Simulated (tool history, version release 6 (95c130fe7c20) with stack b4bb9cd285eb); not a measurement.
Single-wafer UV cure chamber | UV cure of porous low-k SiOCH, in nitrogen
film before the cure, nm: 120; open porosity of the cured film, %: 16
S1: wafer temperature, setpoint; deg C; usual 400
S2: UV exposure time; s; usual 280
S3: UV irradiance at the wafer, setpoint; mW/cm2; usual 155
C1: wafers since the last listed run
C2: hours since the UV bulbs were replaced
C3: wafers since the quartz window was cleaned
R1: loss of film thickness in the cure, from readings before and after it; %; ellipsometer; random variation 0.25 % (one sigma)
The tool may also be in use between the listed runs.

run,day,S1,S2,S3,C1,C2,C3,R1
1,0,400,280,155,0,1699.6,2563,14.047
2,1.292,400,280,155,360,1730.6,2923,14.071
# day 2.767: quartz window cleaned
3,3.521,405,280,155,529,1784.1,210,15.064
4,5.658,405,280,155,596,1835.4,807,14.87
5,8.412,388,280,155,768,1901.5,1575,14.332
6,11.296,388,280,155,804,1970.7,2380,14.005
# day 15.017: quartz window cleaned
7,16.471,388,280,155,1351,2094.9,405,14.877
8,18.221,400,280,131,488,2136.9,894,14.429
9,20.404,413,220,155,609,2189.3,1503,13.895
# day 21.342: UV bulbs replaced
10,22.071,413,220,155,372,17.5,1875,13.611
11,23.671,413,220,155,446,55.9,2322,13.455
# day 25.296: quartz window cleaned
12,25.396,410,280,155,388,97.3,28,15.879
13,27.233,383,225,134,512,141.4,541,13.006
14,28.796,415,420,142,436,178.9,977,16.508
15,31.208,381,425,131,673,236.8,1650,15.958
16,32.788,388,280,155,440,274.7,2091,14.814
17,35.625,400,150,155,791,342.8,2883,11.155
# day 38.754: quartz window cleaned
18,38.775,388,280,155,786,418.4,6,14.679
19,40.525,400,280,134,488,460.4,494,14.358
20,43.288,381,425,131,770,526.7,1265,15.876
# day 51.275: quartz window cleaned
21,51.617,395,280,118,2231,726.6,94,13.598
22,53.271,400,115,166,461,766.3,556,11.407
23,54.425,410,330,189,322,794,878,17.173
24,56.279,390,335,144,517,838.5,1396,15.243
25,58.646,400,280,142,660,895.3,2056,14.48

The same runs without the tool's hidden state, with the same run-to-run variation:
The hidden state here: lamp output below its setpoint, %; transmission lost against a clean window, %.
run,R1
1,14.955
2,15.118
3,15.137
4,15.122
5,14.825
6,14.762
7,15.046
8,14.754
9,14.411
10,14.274
11,14.269
12,15.961
13,13.237
14,16.879
15,16.571
16,15.582
17,12.115
18,14.711
19,14.537
20,16.306
21,13.674
22,11.616
23,17.5
24,15.734
25,15.201

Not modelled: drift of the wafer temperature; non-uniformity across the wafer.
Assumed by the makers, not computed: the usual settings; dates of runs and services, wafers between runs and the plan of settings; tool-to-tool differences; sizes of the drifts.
